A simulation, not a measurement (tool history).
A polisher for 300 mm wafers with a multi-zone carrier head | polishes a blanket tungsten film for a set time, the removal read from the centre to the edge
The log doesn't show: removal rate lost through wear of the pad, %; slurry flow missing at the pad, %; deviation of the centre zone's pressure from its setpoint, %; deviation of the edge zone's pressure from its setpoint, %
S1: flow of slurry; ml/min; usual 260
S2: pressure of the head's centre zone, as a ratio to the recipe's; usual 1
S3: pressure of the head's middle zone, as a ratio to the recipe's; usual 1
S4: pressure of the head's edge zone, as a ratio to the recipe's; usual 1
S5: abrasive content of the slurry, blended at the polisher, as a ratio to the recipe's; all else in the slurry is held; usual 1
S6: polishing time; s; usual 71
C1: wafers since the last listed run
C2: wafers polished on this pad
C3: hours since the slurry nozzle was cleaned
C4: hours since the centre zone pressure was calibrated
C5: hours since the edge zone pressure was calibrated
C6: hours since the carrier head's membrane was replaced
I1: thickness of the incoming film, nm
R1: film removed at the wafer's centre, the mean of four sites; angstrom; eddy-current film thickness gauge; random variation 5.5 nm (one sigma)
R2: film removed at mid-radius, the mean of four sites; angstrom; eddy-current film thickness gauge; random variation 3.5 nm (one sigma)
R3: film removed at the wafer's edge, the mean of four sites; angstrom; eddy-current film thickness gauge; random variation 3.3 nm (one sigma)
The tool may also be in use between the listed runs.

run 1 day=0 | S1=260 S2=1 S3=1 S4=1 S5=1.1 S6=71 | C1=0 C2=298 C3=472.3 C4=1425.7 C5=464.9 C6=1670.5 | I1=1248.7 | R1=4483 R2=4528 R3=4560
run 2 day=0.408 | S1=260 S2=1 S3=1 S4=1 S5=1.1 S6=71 | C1=126 C2=425 C3=482.1 C4=1435.5 C5=474.7 C6=1680.3 | I1=1245.1 | R1=4546 R2=4468 R3=4427
run 3 day=0.783 | S1=260 S2=1 S3=1 S4=1 S5=1 S6=71 | C1=115 C2=540 C3=491.1 C4=1444.5 C5=483.7 C6=1689.3 | I1=1268 | R1=4285 R2=4213 R3=4239
-- day=0.967 worn pad replaced by a new one
run 4 day=1.133 | S1=260 S2=1 S3=1 S4=1 S5=1 S6=71 | C1=56 C2=51 C3=499.5 C4=1452.9 C5=492.1 C6=1697.7 | I1=1263.6 | R1=4673 R2=4615 R3=4653
run 5 day=1.679 | S1=260 S2=1 S3=1 S4=1 S5=1 S6=71 | C1=168 C2=220 C3=512.6 C4=1466 C5=505.2 C6=1710.8 | I1=1260.8 | R1=4594 R2=4542 R3=4511
-- day=2.362 slurry nozzle cleaned
run 6 day=2.383 | S1=260 S2=1 S3=1 S4=1 S5=1 S6=71 | C1=204 C2=424 C3=0.5 C4=1482.9 C5=522.1 C6=1727.7 | I1=1277 | R1=4360 R2=4462 R3=4394
-- day=2.879 centre zone pressure recalibrated
-- day=2.904 worn pad replaced by a new one
run 7 day=2.971 | S1=260 S2=1 S3=1 S4=1 S5=1 S6=71 | C1=149 C2=20 C3=14.6 C4=2.2 C5=536.2 C6=1741.8 | I1=1255.9 | R1=4045 R2=3937 R3=3989
run 8 day=3.492 | S1=260 S2=0.94 S3=1 S4=1 S5=1 S6=71 | C1=161 C2=181 C3=27.1 C4=14.7 C5=548.7 C6=1754.3 | I1=1282.2 | R1=3753 R2=3978 R3=3917
-- day=3.892 worn pad replaced by a new one, repeated, since the last time left the tool worse
run 9 day=3.912 | S1=260 S2=1 S3=1.04 S4=1 S5=0.75 S6=71 | C1=78 C2=6 C3=37.2 C4=24.8 C5=558.8 C6=1764.4 | I1=1278.4 | R1=4423 R2=4518 R3=4298
-- day=4.396 carrier head's membrane replaced by a new one
run 10 day=4.667 | S1=260 S2=1.05 S3=1 S4=1 S5=0.75 S6=71 | C1=168 C2=175 C3=55.3 C4=42.9 C5=576.9 C6=6.5 | I1=1238.6 | R1=4569 R2=4270 R3=4268
run 11 day=5.221 | S1=350 S2=1 S3=0.93 S4=1 S5=1 S6=71 | C1=171 C2=346 C3=68.6 C4=56.2 C5=590.2 C6=19.8 | I1=1251.8 | R1=4697 R2=4345 R3=4551
-- day=5.475 edge zone pressure recalibrated
-- day=5.733 worn pad replaced by a new one
run 12 day=5.8 | S1=325 S2=1 S3=1 S4=1 S5=1 S6=71 | C1=101 C2=20 C3=82.5 C4=70.1 C5=7.8 C6=33.7 | I1=1258.8 | R1=4812 R2=4696 R3=4633
run 13 day=6.108 | S1=260 S2=1.05 S3=1 S4=1 S5=0.75 S6=71 | C1=95 C2=115 C3=89.9 C4=77.5 C5=15.2 C6=41.1 | I1=1232.3 | R1=4524 R2=4263 R3=4266
run 14 day=6.538 | S1=260 S2=1 S3=1 S4=1 S5=1 S6=71 | C1=132 C2=248 C3=100.2 C4=87.8 C5=25.5 C6=51.4 | I1=1269.8 | R1=4677 R2=4475 R3=4465
run 15 day=7.138 | S1=260 S2=1 S3=1 S4=1.09 S5=1 S6=71 | C1=185 C2=434 C3=114.6 C4=102.2 C5=39.9 C6=65.8 | I1=1260.6 | R1=4455 R2=4363 R3=4559
run 16 day=7.458 | S1=305 S2=1 S3=1 S4=0.88 S5=0.7 S6=71 | C1=99 C2=533 C3=122.3 C4=109.9 C5=47.6 C6=73.5 | I1=1266.3 | R1=4093 R2=4031 R3=3777

Forecast each of these 5 alternatives for the next run:
run A day=7.475 | S1=260 S2=1 S3=0.91 S4=1 S5=1 S6=71 | C1=5 C2=538 C3=122.7 C4=110.3 C5=48 C6=73.9 | I1=1251.2 | R1=? R2=? R3=?
run B day=7.475 | S1=260 S2=1 S3=1 S4=1 S5=1 S6=51 | C1=5 C2=538 C3=122.7 C4=110.3 C5=48 C6=73.9 | I1=1251.2 | R1=? R2=? R3=?
run C day=7.475 | S1=260 S2=1 S3=1 S4=1.08 S5=1 S6=71 | C1=5 C2=538 C3=122.7 C4=110.3 C5=48 C6=73.9 | I1=1251.2 | R1=? R2=? R3=?
run D day=7.475 | S1=260 S2=1 S3=1.09 S4=1.05 S5=1 S6=54 | C1=5 C2=538 C3=122.7 C4=110.3 C5=48 C6=73.9 | I1=1251.2 | R1=? R2=? R3=?
run E day=7.475 | S1=285 S2=1.03 S3=1 S4=1.11 S5=0.85 S6=71 | C1=5 C2=538 C3=122.7 C4=110.3 C5=48 C6=73.9 | I1=1251.2 | R1=? R2=? R3=?

run=A R1=4352 R2=3924 R3=4314
run=B R1=3128 R2=3051 R3=3095
run=C R1=4355 R2=4247 R3=4453
run=D R1=3314 R2=3475 R3=3342
run=E R1=4368 R2=4129 R3=4373
Without the tool's hidden state the same runs would have given:
run=A R1=4696 R2=4234 R3=4654
run=B R1=3375 R2=3291 R3=3339
run=C R1=4699 R2=4582 R3=4805
run=D R1=3576 R2=3750 R3=3606
run=E R1=4713 R2=4455 R3=4718
